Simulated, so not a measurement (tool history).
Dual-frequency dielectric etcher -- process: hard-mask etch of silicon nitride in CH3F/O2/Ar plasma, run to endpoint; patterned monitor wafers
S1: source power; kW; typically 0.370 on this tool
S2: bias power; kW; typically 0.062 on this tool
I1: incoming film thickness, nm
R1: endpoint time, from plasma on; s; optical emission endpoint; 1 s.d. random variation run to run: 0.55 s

run	hour	S1	S2	I1	R1
1	0.0	0.370	0.062	54.9	78.2
2	17.4	0.370	0.062	54.7	76.4
3	31.4	0.370	0.062	55.4	78.1
4	46.7	0.420	0.062	55.1	73.6
5	62.7	0.370	0.062	54.8	76.1
6	96.6	0.370	0.062	55.3	77.6
7	111.1	0.370	0.062	54.3	76.3
8	123.2	0.340	0.062	54.6	80.4
9	132.6	0.340	0.062	55.0	79.7
10	140.2	0.340	0.062	54.4	79.1
11	148.0	0.340	0.057	55.1	81.7
# hour 178.8: wet clean of the chamber
12	179.3	0.340	0.057	54.5	77.7
13	179.6	0.370	0.058	54.6	75.3
14	184.5	0.400	0.074	55.0	69.0
15	194.9	0.370	0.062	54.3	73.2
# hour 229.8: source power generator calibrated
# hour 232.8: wet clean of the chamber, repeated, since the last time left the tool worse
16	233.3	0.370	0.062	55.4	79.6
17	233.7	0.370	0.062	54.6	78.6
18	237.2	0.430	0.048	54.2	77.7
19	254.1	0.370	0.049	55.6	85.6
# hour 292.0: upper electrode replaced
20	292.5	0.390	0.072	54.8	74.2
21	292.8	0.370	0.062	54.5	77.9
22	298.0	0.290	0.062	54.9	87.1
# hour 306.6: bias power generator calibrated
23	308.9	0.410	0.077	54.9	70.3
24	321.3	0.330	0.062	54.5	81.8
25	331.1	0.400	0.070	54.7	73.2
26	341.6	0.330	0.071	54.9	79.2
27	350.7	0.370	0.062	54.6	78.2
28	365.7	0.300	0.062	54.6	86.5
29	376.8	0.370	0.062	55.0	77.9
30	391.5	0.340	0.062	54.6	80.9
31	402.8	0.310	0.075	54.4	79.1
32	418.1	0.370	0.073	54.2	73.5

Some steps in R1, run to run, broken into two amounts with sign: the step expected even without the hidden condition (settings, incoming material, random variation), and the rest, left for the hidden condition together with whatever gauge scatter is not in both the measured and the hidden-condition-free result:
The tool's hidden condition here consists of: etch rate over this chamber's usual, %; source power that arrives over what is set, %; bias power that arrives over what is set, %.
Run 11 -> 12: wet clean of the chamber. R1 -4.0 s: hidden state -2.5, all else -1.5.
Run 13 -> 14: S1 0.370 -> 0.400, S2 0.058 -> 0.074. R1 -6.3 s: hidden state +0.4, all else -6.7.
Run 15 -> 16: source power generator calibrated, wet clean of the chamber, repeated, since the last time left the tool worse. R1 +6.4 s: hidden state +4.5, all else +1.9.
Run 19 -> 20: S1 0.370 -> 0.390, S2 0.049 -> 0.072, upper electrode replaced. R1 -11.4 s: hidden state -0.1, all else -11.3.
Run 22 -> 23: S1 0.290 -> 0.410, S2 0.062 -> 0.077, bias power generator calibrated. R1 -16.8 s: hidden state +0.0, all else -16.8.
Run 23 -> 24: S1 0.410 -> 0.330, S2 0.077 -> 0.062. R1 +11.5 s: hidden state -0.1, all else +11.6.
